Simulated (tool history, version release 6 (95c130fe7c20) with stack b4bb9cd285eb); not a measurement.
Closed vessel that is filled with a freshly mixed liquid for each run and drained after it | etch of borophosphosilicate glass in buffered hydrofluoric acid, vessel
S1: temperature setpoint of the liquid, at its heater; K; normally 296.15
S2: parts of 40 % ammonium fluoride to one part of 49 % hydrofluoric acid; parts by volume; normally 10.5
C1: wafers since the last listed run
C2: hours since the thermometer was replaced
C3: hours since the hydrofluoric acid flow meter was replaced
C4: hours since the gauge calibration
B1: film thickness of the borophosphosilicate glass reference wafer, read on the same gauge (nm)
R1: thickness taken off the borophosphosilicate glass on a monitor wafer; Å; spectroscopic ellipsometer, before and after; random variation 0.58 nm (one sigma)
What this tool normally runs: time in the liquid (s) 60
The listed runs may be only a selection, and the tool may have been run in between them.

Run 1, day 0.000: usual settings but S2 8.0 parts by volume, time in the liquid (s) 50; C1 0; C2 2343.0; C3 749.8; C4 419.5; B1 130.00. Result: R1 1014.5 Å.
Run 2, day 4.492: usual settings but S2 8.0 parts by volume, time in the liquid (s) 50; C1 11025; C2 2450.8; C3 857.6; C4 527.3; B1 129.97. Result: R1 1015.6 Å.
Run 3, day 8.246: usual settings; C1 9215; C2 2540.9; C3 947.7; C4 617.4; B1 130.00. Result: R1 954.1 Å.
Run 4, day 10.871: usual settings; C1 6443; C2 2603.9; C3 1010.7; C4 680.4; B1 130.02. Result: R1 960.9 Å.
At day 21.867: hydrofluoric acid flow meter replaced.
Run 5, day 22.462: usual settings; C1 28350; C2 2882.1; C3 14.3; C4 958.6; B1 130.00. Result: R1 964.0 Å.
At day 23.658: thermometer replaced.
Run 6, day 26.621: usual settings; C1 10104; C2 71.1; C3 114.1; C4 1058.4; B1 129.97. Result: R1 961.5 Å.
At day 27.104: gauge calibrated.
Run 7, day 30.458: usual settings; C1 9419; C2 163.2; C3 206.2; C4 80.5; B1 129.99. Result: R1 963.5 Å.
Run 8, day 33.842: usual settings; C1 8304; C2 244.4; C3 287.4; C4 161.7; B1 129.98. Result: R1 961.8 Å.
Run 9, day 37.608: usual settings but S1 297.65 K; C1 9245; C2 334.8; C3 377.8; C4 252.1; B1 130.02. Result: R1 1046.6 Å.
Run 10, day 39.712: usual settings but S2 11.5 parts by volume, time in the liquid (s) 30; C1 5164; C2 385.3; C3 428.3; C4 302.6; B1 130.00. Result: R1 440.2 Å.
Run 11, day 42.771: usual settings but S1 301.15 K, time in the liquid (s) 80; C1 7507; C2 458.7; C3 501.7; C4 376.0; B1 129.99. Result: R1 1672.3 Å.
Run 12, day 45.633: usual settings but S1 298.65 K, time in the liquid (s) 95; C1 7026; C2 527.4; C3 570.4; C4 444.7; B1 130.05. Result: R1 1747.7 Å.
Run 13, day 47.371: usual settings but S1 298.65 K, S2 8.0 parts by volume, time in the liquid (s) 85; C1 4264; C2 569.1; C3 612.1; C4 486.4; B1 129.98. Result: R1 1995.3 Å.
Run 14, day 49.471: usual settings but S1 299.65 K; C1 5154; C2 619.5; C3 662.5; C4 536.8; B1 130.00. Result: R1 1158.8 Å.
Run 15, day 53.275: usual settings but S1 293.65 K, time in the liquid (s) 80; C1 9337; C2 710.8; C3 753.8; C4 628.1; B1 129.95. Result: R1 1116.2 Å.
Run 16, day 55.333: usual settings but S1 299.15 K, S2 14.0 parts by volume, time in the liquid (s) 90; C1 5052; C2 760.2; C3 803.2; C4 677.5; B1 130.00. Result: R1 1270.3 Å.
Run 17, day 59.079: usual settings; C1 9194; C2 850.1; C3 893.1; C4 767.4; B1 130.00. Result: R1 955.0 Å.
Run 18, day 61.983: usual settings but S2 8.5 parts by volume; C1 7128; C2 919.8; C3 962.8; C4 837.1; B1 129.98. Result: R1 1145.0 Å.

Alternative continuations, all from the tool just after run 18; predict every row:
Run A, day 62.012: usual settings; C1 71; C2 920.5; C3 963.5; C4 837.8; B1 ?. Result: R1 ?.
Run B, day 62.012: usual settings but S1 292.65 K, S2 11.5 parts by volume, time in the liquid (s) 45; C1 71; C2 920.5; C3 963.5; C4 837.8; B1 ?. Result: R1 ?.
Run C, day 62.012: usual settings but S1 293.15 K, S2 8.0 parts by volume, time in the liquid (s) 40; C1 71; C2 920.5; C3 963.5; C4 837.8; B1 ?. Result: R1 ?.
Run D, day 62.012: usual settings but S2 8.5 parts by volume, time in the liquid (s) 70; C1 71; C2 920.5; C3 963.5; C4 837.8; B1 ?. Result: R1 ?.
Run E, day 62.012: usual settings but S1 293.65 K, S2 14.5 parts by volume, time in the liquid (s) 40; C1 71; C2 920.5; C3 963.5; C4 837.8; B1 ?. Result: R1 ?.

run      B1      R1
  A  130.00   956.8
  B  130.00   541.6
  C  130.00   691.2
  D  130.00  1333.4
  E  130.00   404.8
Had the tool no hidden state, the same runs would have come out as:
run      R1
  A   956.8
  B   541.6
  C   691.2
  D  1333.4
  E   404.8

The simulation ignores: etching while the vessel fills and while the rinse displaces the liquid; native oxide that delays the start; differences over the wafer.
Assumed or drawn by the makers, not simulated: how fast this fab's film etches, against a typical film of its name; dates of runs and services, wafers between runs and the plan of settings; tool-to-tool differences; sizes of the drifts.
